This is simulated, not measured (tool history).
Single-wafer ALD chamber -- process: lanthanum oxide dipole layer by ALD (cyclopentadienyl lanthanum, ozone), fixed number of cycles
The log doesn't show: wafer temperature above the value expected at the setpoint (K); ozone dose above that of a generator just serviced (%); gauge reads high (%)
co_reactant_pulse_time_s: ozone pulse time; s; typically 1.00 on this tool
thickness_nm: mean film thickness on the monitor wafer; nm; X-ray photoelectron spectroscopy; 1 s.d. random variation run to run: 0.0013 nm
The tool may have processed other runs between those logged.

run,hour,co_reactant_pulse_time_s,wafers since the last listed run,hours since the last thermocouple change,hours since the last ozone generator service,hours since the showerhead was replaced,hours since the gauge calibration,"read-back reference wafer on the same gauge, thickness_nm",thickness_nm
1,0.0,0.81,0,1964.4,546.2,4374.9,354.5,0.594,0.458
2,120.2,0.81,1457,2084.6,666.4,4495.1,474.7,0.594,0.453
3,146.5,0.89,318,2110.9,692.7,4521.4,501.0,0.594,0.470
4,188.5,0.89,509,2152.9,734.7,4563.4,543.0,0.594,0.471
5,237.9,1.00,599,2202.3,784.1,4612.8,592.4,0.594,0.489
6,268.8,1.27,374,2233.2,815.0,4643.7,623.3,0.594,0.522
# hour 382.3: ozone generator serviced
7,403.1,1.27,1531,2367.5,20.8,4778.0,757.6,0.594,0.533
# hour 452.5: thermocouple changed; heater temperature recalibrated
8,453.0,1.27,508,0.5,70.7,4827.9,807.5,0.595,0.533
9,515.2,1.00,754,62.7,132.9,4890.1,869.7,0.595,0.501
# hour 538.6: showerhead replaced, of another model than before
10,557.5,1.00,415,105.0,175.2,18.9,912.0,0.594,0.497
11,600.7,1.30,523,148.2,218.4,62.1,955.2,0.594,0.548
12,664.7,0.80,776,212.2,282.4,126.1,1019.2,0.593,0.423
13,715.1,0.69,611,262.6,332.8,176.5,1069.6,0.594,0.357
14,770.0,1.00,665,317.5,387.7,231.4,1124.5,0.593,0.494
15,823.1,1.15,644,370.6,440.8,284.5,1177.6,0.595,0.524
# hour 831.8: gauge calibrated
16,859.7,0.73,443,407.2,477.4,321.1,27.9,0.595,0.378
17,922.7,1.00,764,470.2,540.4,384.1,90.9,0.594,0.491
18,982.8,1.20,728,530.3,600.5,444.2,151.0,0.594,0.530
19,1024.4,0.88,504,571.9,642.1,485.8,192.6,0.593,0.449
20,1060.1,0.70,432,607.6,677.8,521.5,228.3,0.594,0.352
21,1095.1,0.64,424,642.6,712.8,556.5,263.3,0.594,0.306

Here are 3 independent what-if runs from the current tool condition. What would each one return?
A,1095.5,1.00,4,643.0,713.2,556.9,263.7,?,?
B,1095.5,1.34,4,643.0,713.2,556.9,263.7,?,?
C,1095.5,0.65,4,643.0,713.2,556.9,263.7,?,?

run,"read-back reference wafer on the same gauge, thickness_nm",thickness_nm
A,0.594,0.485
B,0.594,0.545
C,0.594,0.314
With no hidden state in the tool, these same runs would have given:
run,thickness_nm
A,0.501
B,0.553
C,0.334
